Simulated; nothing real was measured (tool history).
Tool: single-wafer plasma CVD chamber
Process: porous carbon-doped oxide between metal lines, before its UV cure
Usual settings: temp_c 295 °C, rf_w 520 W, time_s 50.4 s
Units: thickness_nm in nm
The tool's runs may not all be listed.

| run | hour | temp_c | rf_w | time_s | read-back reference wafer on the same gauge, thickness_nm | thickness_nm |
|---|---|---|---|---|---|---|
| 1 | 0.0 | 295 | 520 | 46.4 | 240.954 | 239.689 |
| 2 | 53.5 | 295 | 520 | 46.4 | 241.055 | 238.983 |
| 3 | 101.9 | 295 | 520 | 50.4 | 240.925 | 258.631 |
| 4 | 143.3 | 295 | 520 | 50.4 | 241.033 | 258.744 |
| 5 | 208.9 | 295 | 520 | 50.4 | 240.942 | 257.648 |
| 6 | 256.6 | 284 | 520 | 50.4 | 240.979 | 273.594 |
|  | 259.9 | gauge calibrated |
|  | 289.6 | showerhead replaced |
|  | 332.8 | RF generator calibrated |
| 7 | 333.3 | 302 | 520 | 50.4 | 241.094 | 262.027 |
| 8 | 370.1 | 295 | 520 | 50.4 | 241.033 | 271.248 |
| 9 | 422.0 | 281 | 520 | 53.9 | 241.080 | 313.775 |
| 10 | 473.0 | 283 | 450 | 50.4 | 240.996 | 265.445 |

The next listed run, before its measurement:
|  | 493.8 | thermocouple changed; heater temperature recalibrated |
| 11 | 508.1 | 280 | 450 | 59.0 | ? | ? |

Run 11 gave read-back reference wafer on the same gauge, thickness_nm 240.821, thickness_nm 306.084 nm.
Without the tool's hidden state the same run would have given thickness_nm 305.814 nm.
